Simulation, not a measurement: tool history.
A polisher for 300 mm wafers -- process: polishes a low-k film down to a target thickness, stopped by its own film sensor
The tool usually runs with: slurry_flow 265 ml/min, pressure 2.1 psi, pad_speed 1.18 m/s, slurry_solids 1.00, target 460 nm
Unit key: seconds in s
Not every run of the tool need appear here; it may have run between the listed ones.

run	hour	slurry_flow	pressure	pad_speed	slurry_solids	target	wafers since the last listed run	wafers polished on this pad	hours since the slurry nozzle was cleaned	hours since the head pressure was calibrated	hours since the slurry blender was calibrated	hours since the conditioning disc was replaced	incoming thickness of the incoming film, nm	seconds
1	0.0	265	2.1	1.18	1.00	460	0	322	410.3	1118.0	175.5	220.3	495.0	60.3
2	9.9	265	2.1	1.18	1.00	460	76	398	420.2	1127.9	185.4	230.2	501.4	72.3
# hour 55.7: worn pad replaced by a new one
3	63.4	265	2.1	1.18	1.00	460	382	59	473.7	1181.4	238.9	283.7	503.3	87.2
4	80.7	265	2.1	1.18	1.00	460	133	193	491.0	1198.7	256.2	301.0	505.4	88.8
5	91.2	265	2.1	1.18	1.00	460	81	274	501.5	1209.2	266.7	311.5	493.2	66.4
6	100.4	265	2.1	1.18	1.00	460	71	345	510.7	1218.4	275.9	320.7	497.1	75.8
7	107.9	265	2.1	1.18	1.00	460	57	403	518.2	1225.9	283.4	328.2	506.9	92.0
8	115.3	265	2.1	1.18	1.00	460	57	460	525.6	1233.3	290.8	335.6	506.9	98.6
# hour 122.0: worn pad replaced by a new one, repeated, since the last time left the tool worse
9	131.9	265	2.1	1.18	1.00	460	97	76	542.2	1249.9	307.4	352.2	502.9	75.9
10	138.8	265	2.1	1.18	1.00	460	53	129	549.1	1256.8	314.3	359.1	500.0	69.5
# hour 146.9: slurry blender recalibrated
11	149.6	265	2.1	1.18	1.00	460	67	197	559.9	1267.6	2.7	369.9	505.8	81.9
12	162.2	265	2.4	1.18	1.00	460	97	295	572.5	1280.2	15.3	382.5	496.0	55.8
13	170.4	265	2.4	1.18	1.00	460	63	358	580.7	1288.4	23.5	390.7	503.7	68.0
# hour 173.7: conditioning disc replaced and pad reconditioned
14	183.9	265	2.1	1.18	1.00	460	88	447	594.2	1301.9	37.0	10.2	501.0	71.9
# hour 190.6: head pressure recalibrated
# hour 193.5: slurry nozzle cleaned
15	201.2	225	2.1	1.50	1.00	473	110	557	7.7	10.6	54.3	27.5	504.4	48.1
# hour 209.9: worn pad replaced by a new one
16	213.2	265	2.1	1.18	1.00	460	61	25	19.7	22.6	66.3	39.5	501.6	72.1
17	223.5	265	2.1	1.18	1.00	451	79	104	30.0	32.9	76.6	49.8	501.9	87.9
18	237.7	265	2.1	1.18	1.00	460	109	214	44.2	47.1	90.8	64.0	488.8	49.1
19	244.6	190	2.1	1.18	1.00	460	53	267	51.1	54.0	97.7	70.9	502.8	74.3
20	252.0	330	2.1	1.18	1.00	460	57	324	58.5	61.4	105.1	78.3	503.5	74.4
21	264.8	265	2.1	1.18	1.00	460	98	423	71.3	74.2	117.9	91.1	499.9	72.5
22	279.7	265	1.5	1.18	1.00	460	115	538	86.2	89.1	132.8	106.0	494.8	84.3
23	293.5	265	2.1	1.18	0.75	460	106	645	100.0	102.9	146.6	119.8	495.0	66.9
24	305.0	265	2.3	1.18	1.00	471	88	734	111.5	114.4	158.1	131.3	492.7	36.9
# hour 310.9: worn pad replaced by a new one
25	315.0	265	1.5	1.18	1.00	467	46	31	121.5	124.4	168.1	141.3	498.2	74.5
26	324.0	265	2.7	0.92	1.00	460	69	101	130.5	133.4	177.1	150.3	491.7	53.9

Each row is a separate what-if for the run after 26, all from the same tool condition, not one after another. Results?
A	324.4	265	2.1	1.18	1.00	460	3	104	130.9	133.8	177.5	150.7	503.5	?
B	324.4	265	1.6	1.18	1.00	448	3	104	130.9	133.8	177.5	150.7	503.5	?
C	324.4	295	2.1	1.18	1.10	460	3	104	130.9	133.8	177.5	150.7	503.5	?

run	seconds
A	74.1
B	122.8
C	71.7
Stripped of hidden state, with their random variation kept, the same runs would have yielded:
run	seconds
A	72.5
B	120.1
C	70.2
